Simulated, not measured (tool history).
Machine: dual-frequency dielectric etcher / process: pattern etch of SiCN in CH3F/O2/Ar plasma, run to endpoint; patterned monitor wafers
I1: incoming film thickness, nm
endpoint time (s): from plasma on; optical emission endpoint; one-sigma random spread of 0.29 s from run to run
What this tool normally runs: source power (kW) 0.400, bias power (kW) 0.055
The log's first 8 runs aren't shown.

At day 26.146: upper electrode replaced.
At day 27.112: source power generator calibrated.
Run 9, day 27.196: usual settings but bias power (kW) 0.044; I1 11.36. Result: endpoint time (s) 34.9.
At day 30.050: wet clean of the chamber.
Run 10, day 30.071: usual settings; I1 11.38. Result: endpoint time (s) 34.2.
Run 11, day 32.475: usual settings; I1 11.37. Result: endpoint time (s) 33.5.
Run 12, day 36.196: usual settings; I1 11.43. Result: endpoint time (s) 34.6.
Run 13, day 39.067: usual settings but source power (kW) 0.450, bias power (kW) 0.043; I1 11.32. Result: endpoint time (s) 34.3.
Run 14, day 41.829: usual settings; I1 11.31. Result: endpoint time (s) 33.6.
Run 15, day 45.804: usual settings but source power (kW) 0.330, bias power (kW) 0.047; I1 11.31. Result: endpoint time (s) 36.0.
Run 16, day 47.583: usual settings but source power (kW) 0.320, bias power (kW) 0.051; I1 11.55. Result: endpoint time (s) 36.8.
Run 17, day 49.604: usual settings but bias power (kW) 0.061; I1 11.40. Result: endpoint time (s) 32.8.
Run 18, day 54.054: usual settings but source power (kW) 0.500; I1 11.49. Result: endpoint time (s) 32.7.
At day 59.488: bias power generator calibrated.
At day 60.850: wet clean of the chamber.
Run 19, day 66.592: usual settings but source power (kW) 0.480, bias power (kW) 0.068; I1 11.44. Result: endpoint time (s) 31.7.
Run 20, day 71.033: usual settings but source power (kW) 0.440; I1 11.45. Result: endpoint time (s) 33.8.
Run 21, day 73.496: usual settings but source power (kW) 0.500, bias power (kW) 0.051; I1 11.37. Result: endpoint time (s) 33.0.
Run 22, day 77.175: usual settings but source power (kW) 0.470, bias power (kW) 0.068; I1 11.54. Result: endpoint time (s) 32.1.
Run 23, day 79.900: usual settings; I1 11.36. Result: endpoint time (s) 34.0.
Run 24, day 82.062: usual settings but source power (kW) 0.310, bias power (kW) 0.061; I1 11.38. Result: endpoint time (s) 34.7.
Run 25, day 84.233: usual settings but source power (kW) 0.320, bias power (kW) 0.065; I1 11.43. Result: endpoint time (s) 34.8.
Run 26, day 88.050: usual settings; I1 11.29. Result: endpoint time (s) 33.7.
Run 27, day 91.708: usual settings but source power (kW) 0.340, bias power (kW) 0.048; I1 11.45. Result: endpoint time (s) 35.4.
At day 93.225: wet clean of the chamber.
Run 28, day 95.925: usual settings but source power (kW) 0.450, bias power (kW) 0.059; I1 11.38. Result: endpoint time (s) 32.5.
Run 29, day 98.392: usual settings; I1 11.35. Result: endpoint time (s) 34.4.
Run 30, day 102.804: usual settings but bias power (kW) 0.059; I1 11.41. Result: endpoint time (s) 33.6.

Estimate the outcome of run 31 from the log above:
Run 31, day 106.200: usual settings; I1 11.37. Result: endpoint time (s) ?.

Run 31 came out at endpoint time (s) 33.7.
With no hidden state in the tool, this same run would have given endpoint time (s) 33.7.
